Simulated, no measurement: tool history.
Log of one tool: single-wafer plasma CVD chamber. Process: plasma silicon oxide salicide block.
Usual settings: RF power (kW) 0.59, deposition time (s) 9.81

run,hour,RF power (kW),deposition time (s),"read-back reference wafer on the same gauge, thickness_nm",mean film thickness on the monitor wafer (angstrom)
1,0,0.59,9.81,80.888,875.29
2,17.5,0.59,9.81,80.895,877.32
3,41.2,0.59,9.81,80.907,875.75
4,60.7,0.59,9.81,80.885,875.38
5,77.7,0.59,9.81,80.882,875.21
6,102.5,0.59,9.81,80.876,875.13
7,127.1,0.59,9.81,80.904,874.73
8,144.1,0.59,9.81,80.878,875.88
9,160.4,0.59,9.81,80.915,874.84
10,188.5,0.59,9.81,80.914,875.82
11,200.7,0.59,9.81,80.891,875.36
12,233.7,0.59,9.81,80.934,871.44
# hour 247: gauge calibrated
# hour 257.9: showerhead replaced
13,258.4,0.59,11.14,80.901,992.09
14,282.5,0.59,11.14,80.896,992.89

Run 15 comes next. What will it give?
15,307.4,0.665,10.48,?,?

read-back reference wafer on the same gauge, thickness_nm: 80.901
mean film thickness on the monitor wafer (angstrom): 965.56
Without the tool's hidden state the same run would have given mean film thickness on the monitor wafer (angstrom) 986.61.
